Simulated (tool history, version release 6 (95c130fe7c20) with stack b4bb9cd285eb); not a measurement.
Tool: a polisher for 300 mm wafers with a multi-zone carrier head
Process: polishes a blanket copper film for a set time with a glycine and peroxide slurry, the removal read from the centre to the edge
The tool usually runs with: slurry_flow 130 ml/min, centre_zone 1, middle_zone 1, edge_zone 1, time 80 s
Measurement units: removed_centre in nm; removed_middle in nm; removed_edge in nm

run	hour	slurry_flow	centre_zone	middle_zone	edge_zone	time	wafers since the last listed run	wafers polished on this pad	hours since the slurry nozzle was cleaned	hours since the centre zone pressure was calibrated	hours since the edge zone pressure was calibrated	hours since the carrier head's membrane was replaced	incoming thickness of the incoming film, nm	removed_centre	removed_middle	removed_edge
1	0	130	1	1	1	80	0	752	523.4	320.8	533.7	11.4	1424.8	500	472.4	477
# hour 4.1: edge zone pressure recalibrated
2	13.2	130	1	1	1	80	131	883	536.6	334	9.1	24.6	1469.2	503.6	474.6	471.3
3	43.2	130	1	1	1	80	351	1234	566.6	364	39.1	54.6	1440.4	511.9	475.7	469.9
4	75.8	130	1	1	1	80	381	1616	599.2	396.6	71.7	87.2	1432	505.6	473.7	473.8
5	104.4	130	1	1	1	80	334	1951	627.8	425.2	100.3	115.8	1412.5	498.1	477.2	467.5
# hour 122.9: worn pad replaced by a new one
# hour 125.2: slurry nozzle cleaned
6	129	130	0.9	0.9	1.06	56	229	60	3.8	449.8	124.9	140.4	1461.7	316.2	302.6	337.8
7	163.7	130	1	1	1	80	406	466	38.5	484.5	159.6	175.1	1455.9	520.3	481	471.2
8	178.7	130	1	1	0.95	72	175	641	53.5	499.5	174.6	190.1	1413.1	449.5	431	413.8
9	213.5	140	1	1	1	67	407	1049	88.3	534.3	209.4	224.9	1414.7	430.9	402	396
10	242.4	130	1	1	1	80	338	1387	117.2	563.2	238.3	253.8	1437.1	505.7	470.7	473.5
11	260.2	130	1	1	1	80	208	1595	135	581	256.1	271.6	1447.5	513.1	479	470.5
12	289.5	130	1.08	1	1.1	80	343	1938	164.3	610.3	285.4	300.9	1446.2	558.7	479.4	489.3
13	308.5	130	1	1	1	80	222	2161	183.3	629.3	304.4	319.9	1447	525.6	469.3	472.5
# hour 340.6: worn pad replaced by a new one
14	342.6	130	0.95	1	1	80	352	22	217.4	663.4	338.5	354	1459.7	486.1	473.6	472.6
15	375.3	130	0.94	0.91	1	80	382	405	250.1	696.1	371.2	386.7	1411.3	488.9	442.4	470.9
16	404.1	130	1	1	1	87	337	742	278.9	724.9	400	415.5	1444.2	542.4	517.6	511.8
# hour 408.5: centre zone pressure recalibrated
17	418.4	165	1	1.05	1	70	143	886	293.2	9.9	414.3	429.8	1451.8	416.4	447.2	424.4
18	452	170	1.09	1	1	80	393	1280	326.8	43.5	447.9	463.4	1439.1	517.4	483.4	489.2
19	487	130	1	1	0.9	80	409	1690	361.8	78.5	482.9	498.4	1442.4	456.2	475.6	448.7
20	509	130	1.1	0.95	1	80	257	1947	383.8	100.5	504.9	520.4	1431.4	519.3	456.1	473.3
# hour 521.7: edge zone pressure recalibrated
# hour 531.4: worn pad replaced by a new one
21	569.5	130	1	0.9	1	80	638	446	444.3	161	47.8	580.9	1438.6	475.7	437.5	469.8
22	589.7	130	1.11	1.1	1	80	236	683	464.5	181.2	68	601.1	1438.6	533.6	510.5	474.4
23	692.9	155	1	1.08	1	80	1208	1891	567.7	284.4	171.2	704.3	1448.7	507.8	517.1	479.7

3 ways to go on from here, each from the tool as it stands after run 23. What would each give?
A	693.3	130	1	1.06	1	80	4	1895	568.1	284.8	171.6	704.7	1433.6	?	?	?
B	693.3	100	0.92	1	1	80	4	1895	568.1	284.8	171.6	704.7	1433.6	?	?	?
C	693.3	95	0.88	1	1	52	4	1895	568.1	284.8	171.6	704.7	1433.6	?	?	?

run	removed_centre	removed_middle	removed_edge
A	487.3	499.5	475.3
B	427.6	457.6	462.3
C	263.3	295.1	298.8
Take away the tool's hidden state, keep each run's random variation, and the runs would have read:
run	removed_centre	removed_middle	removed_edge
A	454.5	499.7	475.3
B	398.7	457.8	462.3
C	245.4	295.2	298.8
